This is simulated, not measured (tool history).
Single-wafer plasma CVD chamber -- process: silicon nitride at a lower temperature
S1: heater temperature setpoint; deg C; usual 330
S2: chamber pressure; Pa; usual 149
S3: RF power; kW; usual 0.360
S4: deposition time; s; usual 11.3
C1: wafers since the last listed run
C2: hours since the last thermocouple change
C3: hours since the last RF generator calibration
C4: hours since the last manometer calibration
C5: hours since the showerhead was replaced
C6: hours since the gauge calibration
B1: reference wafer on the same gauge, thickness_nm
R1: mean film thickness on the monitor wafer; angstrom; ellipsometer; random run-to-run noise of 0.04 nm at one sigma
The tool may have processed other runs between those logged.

run   hour   S1   S2     S3    S4   C1      C2      C3     C4      C5     C6      B1      R1
  1    0.0  330  149  0.305  11.3    0  1504.3   999.0   29.3  6448.1    6.0  11.099  114.23
  2    9.3  330  149  0.360  11.3  333  1513.6  1008.3   38.6  6457.4   15.3  11.095  125.34
  3   21.1  330  149  0.360  11.3  422  1525.4  1020.1   50.4  6469.2   27.1  11.101  125.17
  4   27.7  330  149  0.360  11.3  236  1532.0  1026.7   57.0  6475.8   33.7  11.094  125.51
  5   45.5  330  149  0.360  11.3  637  1549.8  1044.5   74.8  6493.6   51.5  11.093  124.87
  6   53.4  336  163  0.360  11.3  282  1557.7  1052.4   82.7  6501.5   59.4  11.096  128.36
  7   60.3  337  149  0.395  11.3  247  1564.6  1059.3   89.6  6508.4   66.3  11.099  131.24
      89.9  -- RF generator calibrated
      97.1  -- thermocouple changed; heater temperature recalibrated
  8  102.6  330  133  0.360  11.3  969     5.5    12.7  131.9  6550.7  108.6  11.097  120.81
  9  109.0  330  117  0.425  11.3  229    11.9    19.1  138.3  6557.1  115.0  11.101  125.80
 10  115.2  330  149  0.360  11.3  222    18.1    25.3  144.5  6563.3  121.2  11.097  125.02
 11  132.7  318  149  0.395  10.4  626    35.6    42.8  162.0  6580.8  138.7  11.100  121.44
 12  140.6  334  180  0.290   9.8  282    43.5    50.7  169.9  6588.7  146.6  11.100  101.94
 13  150.4  330  136  0.410  10.0  351    53.3    60.5  179.7  6598.5  156.4  11.108  114.77
 14  156.8  330  149  0.320  11.3  229    59.7    66.9  186.1  6604.9  162.8  11.100  117.47
 15  170.9  319  172  0.405  11.9  505    73.8    81.0  200.2  6619.0  176.9  11.096  147.62
 16  195.2  341  149  0.340  10.7  870    98.1   105.3  224.5  6643.3  201.2  11.096  114.37
 17  209.8  330  161  0.360   9.8  522   112.7   119.9  239.1  6657.9  215.8  11.101  111.08
     219.6  -- showerhead replaced
 18  225.1  316  149  0.360  11.9  261   128.0   135.2  254.4     5.5  231.1  11.098  132.14
 19  240.6  330  149  0.360  11.3  555   143.5   150.7  269.9    21.0  246.6  11.101  125.74
 20  254.8  330  149  0.360  11.3  508   157.7   164.9  284.1    35.2  260.8  11.090  124.97
 21  272.2  338  149  0.360  11.3  623   175.1   182.3  301.5    52.6  278.2  11.101  124.08
 22  287.5  330  149  0.380  11.3  547   190.4   197.6  316.8    67.9  293.5  11.103  128.66
 23  302.9  330  149  0.360  11.3  551   205.8   213.0  332.2    83.3  308.9  11.097  125.30
 24  317.1  330  123  0.380  12.5  508   220.0   227.2  346.4    97.5  323.1  11.097  133.79
 25  331.1  325  123  0.420  10.7  501   234.0   241.2  360.4   111.5  337.1  11.102  119.76
 26  344.4  330  149  0.305  11.3  476   247.3   254.5  373.7   124.8  350.4  11.105  114.04
 27  361.7  330  128  0.360  11.3  619   264.6   271.8  391.0   142.1  367.7  11.098  118.52
     363.2  -- gauge calibrated
 28  374.6  330  149  0.360  11.3  462   277.5   284.7  403.9   155.0   11.4  11.099  125.13

Each row is a separate what-if for the run after 28, all from the same tool condition, not one after another. Results?
  A  375.0  330  149  0.360  11.3  14  277.9  285.1  404.3  155.4  11.8   ?   ?
  B  375.0  330  160  0.360   9.5  14  277.9  285.1  404.3  155.4  11.8   ?   ?
  C  375.0  318  176  0.360  11.3  14  277.9  285.1  404.3  155.4  11.8   ?   ?
  D  375.0  342  149  0.295  13.1  14  277.9  285.1  404.3  155.4  11.8   ?   ?
  E  375.0  342  123  0.320  12.5  14  277.9  285.1  404.3  155.4  11.8   ?   ?

run      B1      R1
  A  11.102  125.70
  B  11.102  108.09
  C  11.102  132.91
  D  11.102  130.23
  E  11.102  121.42
With the hidden condition removed and each run's random variation left untouched, the same runs would have given:
run      R1
  A  125.70
  B  108.09
  C  132.91
  D  130.23
  E  121.42
